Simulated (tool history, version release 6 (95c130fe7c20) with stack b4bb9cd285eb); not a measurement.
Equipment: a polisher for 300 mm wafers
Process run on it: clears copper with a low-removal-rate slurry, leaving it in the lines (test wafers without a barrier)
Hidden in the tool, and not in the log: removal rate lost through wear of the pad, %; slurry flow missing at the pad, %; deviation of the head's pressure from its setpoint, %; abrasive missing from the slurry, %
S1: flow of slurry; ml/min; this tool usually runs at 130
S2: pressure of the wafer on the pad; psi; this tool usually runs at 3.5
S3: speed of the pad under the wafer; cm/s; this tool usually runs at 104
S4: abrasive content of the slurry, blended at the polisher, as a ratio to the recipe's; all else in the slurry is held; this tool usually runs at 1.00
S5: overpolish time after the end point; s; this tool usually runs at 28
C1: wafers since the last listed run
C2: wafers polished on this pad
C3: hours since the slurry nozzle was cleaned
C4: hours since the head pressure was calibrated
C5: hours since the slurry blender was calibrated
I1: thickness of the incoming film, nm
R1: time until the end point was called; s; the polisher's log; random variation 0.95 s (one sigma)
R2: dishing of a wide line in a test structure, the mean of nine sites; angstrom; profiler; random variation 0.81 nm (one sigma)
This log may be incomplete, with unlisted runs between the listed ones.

{"run": 1, "day": 0.0, "S1": 130, "S2": 3.5, "S3": 104, "S4": 1.0, "S5": 42, "C1": 0, "C2": 4135, "C3": 501.1, "C4": 1137.2, "C5": 414.4, "I1": 465.5, "R1": 112.5, "R2": 885}
{"day": 1.492, "done": "head pressure recalibrated"}
{"run": 2, "day": 2.658, "S1": 130, "S2": 3.5, "S3": 104, "S4": 1.0, "S5": 28, "C1": 485, "C2": 4620, "C3": 564.9, "C4": 28.0, "C5": 478.2, "I1": 465.5, "R1": 111.7, "R2": 692}
{"run": 3, "day": 4.912, "S1": 130, "S2": 3.5, "S3": 104, "S4": 1.0, "S5": 28, "C1": 425, "C2": 5046, "C3": 619.0, "C4": 82.1, "C5": 532.3, "I1": 464.7, "R1": 114.5, "R2": 691}
{"run": 4, "day": 7.075, "S1": 130, "S2": 3.5, "S3": 104, "S4": 1.0, "S5": 28, "C1": 408, "C2": 5454, "C3": 670.9, "C4": 134.0, "C5": 584.2, "I1": 459.7, "R1": 111.8, "R2": 701}
{"run": 5, "day": 10.883, "S1": 115, "S2": 3.5, "S3": 128, "S4": 1.0, "S5": 28, "C1": 718, "C2": 6172, "C3": 762.3, "C4": 225.4, "C5": 675.6, "I1": 467.4, "R1": 96.7, "R2": 765}
{"day": 11.642, "done": "slurry nozzle cleaned"}
{"day": 11.867, "done": "worn pad replaced by a new one"}
{"day": 12.308, "done": "slurry blender recalibrated"}
{"run": 6, "day": 13.929, "S1": 130, "S2": 3.5, "S3": 104, "S4": 1.0, "S5": 28, "C1": 519, "C2": 373, "C3": 54.9, "C4": 298.5, "C5": 38.9, "I1": 463.3, "R1": 109.5, "R2": 713}
{"run": 7, "day": 18.421, "S1": 110, "S2": 3.5, "S3": 74, "S4": 1.0, "S5": 37, "C1": 847, "C2": 1220, "C3": 162.7, "C4": 406.3, "C5": 146.7, "I1": 470.4, "R1": 165.2, "R2": 652}
{"run": 8, "day": 29.483, "S1": 130, "S2": 3.5, "S3": 104, "S4": 1.0, "S5": 28, "C1": 2087, "C2": 3308, "C3": 428.2, "C4": 671.8, "C5": 412.2, "I1": 472.1, "R1": 110.5, "R2": 697}
{"run": 9, "day": 32.054, "S1": 130, "S2": 4.0, "S3": 104, "S4": 0.9, "S5": 19, "C1": 485, "C2": 3793, "C3": 489.9, "C4": 733.5, "C5": 473.9, "I1": 464.3, "R1": 97.8, "R2": 583}
{"run": 10, "day": 33.7, "S1": 130, "S2": 3.5, "S3": 104, "S4": 1.0, "S5": 28, "C1": 310, "C2": 4103, "C3": 529.4, "C4": 773.0, "C5": 513.4, "I1": 467.9, "R1": 111.5, "R2": 706}
{"run": 11, "day": 36.467, "S1": 130, "S2": 3.5, "S3": 82, "S4": 1.0, "S5": 36, "C1": 522, "C2": 4625, "C3": 595.8, "C4": 839.4, "C5": 579.8, "I1": 469.7, "R1": 145.2, "R2": 719}
{"run": 12, "day": 40.729, "S1": 130, "S2": 3.5, "S3": 104, "S4": 1.0, "S5": 28, "C1": 804, "C2": 5430, "C3": 698.1, "C4": 941.7, "C5": 682.1, "I1": 471.3, "R1": 116.1, "R2": 686}
{"day": 41.925, "done": "head pressure recalibrated"}
{"run": 13, "day": 42.792, "S1": 100, "S2": 3.5, "S3": 104, "S4": 0.85, "S5": 28, "C1": 373, "C2": 5803, "C3": 747.6, "C4": 20.8, "C5": 731.6, "I1": 461.9, "R1": 126.8, "R2": 635}
{"day": 43.342, "done": "worn pad replaced by a new one"}
{"day": 43.575, "done": "slurry blender recalibrated"}
{"run": 14, "day": 44.717, "S1": 165, "S2": 2.9, "S3": 88, "S4": 0.85, "S5": 28, "C1": 316, "C2": 243, "C3": 793.8, "C4": 67.0, "C5": 27.4, "I1": 468.9, "R1": 164.6, "R2": 542}
{"run": 15, "day": 46.392, "S1": 90, "S2": 3.5, "S3": 104, "S4": 1.0, "S5": 22, "C1": 316, "C2": 559, "C3": 834.0, "C4": 107.2, "C5": 67.6, "I1": 478.6, "R1": 134.1, "R2": 536}
{"day": 48.792, "done": "slurry nozzle cleaned"}
{"run": 16, "day": 50.446, "S1": 130, "S2": 3.5, "S3": 104, "S4": 1.0, "S5": 28, "C1": 757, "C2": 1316, "C3": 39.7, "C4": 204.5, "C5": 164.9, "I1": 469.0, "R1": 110.5, "R2": 705}
{"run": 17, "day": 54.7, "S1": 130, "S2": 3.5, "S3": 104, "S4": 1.0, "S5": 28, "C1": 802, "C2": 2119, "C3": 141.8, "C4": 306.6, "C5": 267.0, "I1": 473.8, "R1": 113.1, "R2": 712}
{"run": 18, "day": 58.129, "S1": 130, "S2": 4.3, "S3": 104, "S4": 1.0, "S5": 28, "C1": 647, "C2": 2766, "C3": 224.1, "C4": 388.9, "C5": 349.3, "I1": 477.0, "R1": 92.1, "R2": 830}
{"run": 19, "day": 61.421, "S1": 130, "S2": 4.6, "S3": 80, "S4": 1.0, "S5": 28, "C1": 621, "C2": 3387, "C3": 303.1, "C4": 467.9, "C5": 428.3, "I1": 461.8, "R1": 108.9, "R2": 736}
{"run": 20, "day": 62.942, "S1": 175, "S2": 4.0, "S3": 104, "S4": 1.0, "S5": 28, "C1": 286, "C2": 3674, "C3": 339.6, "C4": 504.4, "C5": 464.8, "I1": 469.1, "R1": 91.5, "R2": 809}
{"run": 21, "day": 67.142, "S1": 130, "S2": 3.5, "S3": 104, "S4": 1.2, "S5": 28, "C1": 792, "C2": 4466, "C3": 440.4, "C4": 605.2, "C5": 565.6, "I1": 475.8, "R1": 110.1, "R2": 710}
{"run": 22, "day": 69.375, "S1": 130, "S2": 3.5, "S3": 104, "S4": 0.85, "S5": 28, "C1": 421, "C2": 4888, "C3": 494.0, "C4": 658.8, "C5": 619.2, "I1": 466.1, "R1": 116.3, "R2": 677}
{"run": 23, "day": 73.6, "S1": 145, "S2": 3.5, "S3": 104, "S4": 1.1, "S5": 28, "C1": 797, "C2": 5685, "C3": 595.4, "C4": 760.2, "C5": 720.6, "I1": 463.1, "R1": 107.3, "R2": 720}
{"day": 76.879, "done": "slurry nozzle cleaned"}
{"run": 24, "day": 77.425, "S1": 90, "S2": 4.5, "S3": 104, "S4": 1.0, "S5": 28, "C1": 713, "C2": 6399, "C3": 13.1, "C4": 852.0, "C5": 812.4, "I1": 469.7, "R1": 94.4, "R2": 813}
{"day": 77.875, "done": "worn pad replaced by a new one"}
{"day": 78.433, "done": "slurry blender recalibrated"}
{"run": 25, "day": 79.629, "S1": 130, "S2": 3.5, "S3": 104, "S4": 1.0, "S5": 28, "C1": 368, "C2": 315, "C3": 66.0, "C4": 904.9, "C5": 28.7, "I1": 471.3, "R1": 110.3, "R2": 722}
{"day": 80.633, "done": "head pressure recalibrated"}
{"run": 26, "day": 81.729, "S1": 130, "S2": 3.5, "S3": 104, "S4": 1.0, "S5": 28, "C1": 380, "C2": 695, "C3": 116.4, "C4": 26.3, "C5": 79.1, "I1": 475.4, "R1": 112.6, "R2": 693}
{"run": 27, "day": 90.083, "S1": 130, "S2": 4.1, "S3": 90, "S4": 1.0, "S5": 22, "C1": 1576, "C2": 2271, "C3": 316.9, "C4": 226.8, "C5": 279.6, "I1": 468.8, "R1": 108.8, "R2": 617}
{"run": 28, "day": 92.533, "S1": 130, "S2": 3.5, "S3": 104, "S4": 1.0, "S5": 28, "C1": 462, "C2": 2734, "C3": 375.7, "C4": 285.6, "C5": 338.4, "I1": 472.2, "R1": 111.3, "R2": 712}

Here are 4 independent what-if runs from the current tool condition. What would each one return?
{"run": "A", "day": 92.554, "S1": 130, "S2": 3.5, "S3": 104, "S4": 1.0, "S5": 28, "C1": 3, "C2": 2738, "C3": 376.2, "C4": 286.1, "C5": 338.9, "I1": 471.7, "R1": "?", "R2": "?"}
{"run": "B", "day": 92.554, "S1": 130, "S2": 3.0, "S3": 84, "S4": 1.3, "S5": 13, "C1": 3, "C2": 2738, "C3": 376.2, "C4": 286.1, "C5": 338.9, "I1": 471.7, "R1": "?", "R2": "?"}
{"run": "C", "day": 92.554, "S1": 130, "S2": 3.5, "S3": 92, "S4": 1.0, "S5": 28, "C1": 3, "C2": 2738, "C3": 376.2, "C4": 286.1, "C5": 338.9, "I1": 471.7, "R1": "?", "R2": "?"}
{"run": "D", "day": 92.554, "S1": 105, "S2": 3.5, "S3": 104, "S4": 1.1, "S5": 36, "C1": 3, "C2": 2738, "C3": 376.2, "C4": 286.1, "C5": 338.9, "I1": 471.7, "R1": "?", "R2": "?"}

run=A R1=113.4 R2=696
run=B R1=154.1 R2=306
run=C R1=128.2 R2=643
run=D R1=117.2 R2=792
Take away the tool's hidden state, keep each run's random variation, and the runs would have read:
run=A R1=112.4 R2=700
run=B R1=152.8 R2=308
run=C R1=127.1 R2=647
run=D R1=115.9 R2=797
